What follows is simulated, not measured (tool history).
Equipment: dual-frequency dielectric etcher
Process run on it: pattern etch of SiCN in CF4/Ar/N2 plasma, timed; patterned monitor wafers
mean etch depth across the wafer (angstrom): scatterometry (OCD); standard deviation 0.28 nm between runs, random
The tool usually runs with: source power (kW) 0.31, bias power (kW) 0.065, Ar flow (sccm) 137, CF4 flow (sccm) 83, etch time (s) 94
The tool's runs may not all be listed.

| run | day | source power (kW) | bias power (kW) | Ar flow (sccm) | CF4 flow (sccm) | etch time (s) | read-back reference wafer on the same gauge, depth_nm | mean etch depth across the wafer (angstrom) |
|---|---|---|---|---|---|---|---|---|
| 1 | 0 | 0.31 | 0.065 | 137 | 83 | 94 | 45.9 | 501 |
| 2 | 3.538 | 0.31 | 0.065 | 137 | 83 | 94 | 45.7 | 499 |
| 3 | 7.55 | 0.31 | 0.065 | 137 | 83 | 94 | 45.7 | 505 |
| 4 | 9.638 | 0.31 | 0.057 | 137 | 83 | 94 | 45.6 | 489 |
|  | 9.858 | source power generator calibrated |
|  | 11.192 | Ar flow controller replaced |
|  | 13.596 | wet clean of the chamber |
| 5 | 13.617 | 0.31 | 0.065 | 137 | 83 | 94 | 45.4 | 496 |
| 6 | 14.267 | 0.31 | 0.065 | 137 | 83 | 102.5 | 45.4 | 544 |
|  | 17.538 | CF4 flow controller replaced |
| 7 | 17.971 | 0.31 | 0.065 | 137 | 83 | 94 | 45.2 | 502 |
|  | 18.85 | bias power generator calibrated |
| 8 | 19.679 | 0.31 | 0.065 | 137 | 83 | 94 | 45 | 494 |
|  | 21.362 | upper electrode replaced |
| 9 | 21.946 | 0.31 | 0.065 | 137 | 83 | 94 | 45 | 497 |
| 10 | 26.942 | 0.31 | 0.065 | 137 | 83 | 94 | 44.7 | 492 |
| 11 | 28.533 | 0.29 | 0.081 | 137 | 68 | 109 | 44.8 | 543 |
| 12 | 30.283 | 0.31 | 0.065 | 137 | 83 | 94 | 44.7 | 487 |
| 13 | 31.988 | 0.31 | 0.078 | 137 | 83 | 94 | 44.7 | 515 |
|  | 33.446 | gauge calibrated |
| 14 | 33.721 | 0.31 | 0.065 | 137 | 71 | 104.5 | 46.7 | 561 |
|  | 36.7 | wet clean of the chamber |
| 15 | 36.721 | 0.34 | 0.073 | 137 | 83 | 94 | 46.6 | 581 |
| 16 | 38.708 | 0.31 | 0.065 | 137 | 83 | 94 | 46.7 | 513 |
| 17 | 41.846 | 0.27 | 0.072 | 119 | 70 | 94 | 46.5 | 453 |
| 18 | 44.654 | 0.24 | 0.065 | 117 | 90 | 111.5 | 46.3 | 471 |
| 19 | 46.612 | 0.27 | 0.065 | 117 | 83 | 81.5 | 46.2 | 387 |
| 20 | 49.321 | 0.28 | 0.058 | 156 | 83 | 94 | 46 | 429 |

Here are 5 independent what-if runs from the current tool condition. What would each one return?
| A | 49.338 | 0.31 | 0.065 | 107 | 83 | 94 | ? | ? |
| B | 49.338 | 0.31 | 0.075 | 137 | 83 | 94 | ? | ? |
| C | 49.338 | 0.27 | 0.065 | 137 | 100 | 94 | ? | ? |
| D | 49.338 | 0.28 | 0.078 | 114 | 83 | 94 | ? | ? |
| E | 49.338 | 0.31 | 0.065 | 137 | 83 | 71 | ? | ? |

| run | read-back reference wafer on the same gauge, depth_nm | mean etch depth across the wafer (angstrom) |
|---|---|---|
| A | 46.1 | 534 |
| B | 46.1 | 528 |
| C | 46.1 | 451 |
| D | 46.1 | 493 |
| E | 46.1 | 386 |
The same runs, with their run-to-run variation unchanged, on a tool lacking any hidden condition would have given:
| run | mean etch depth across the wafer (angstrom) |
|---|---|
| A | 539 |
| B | 533 |
| C | 455 |
| D | 498 |
| E | 390 |
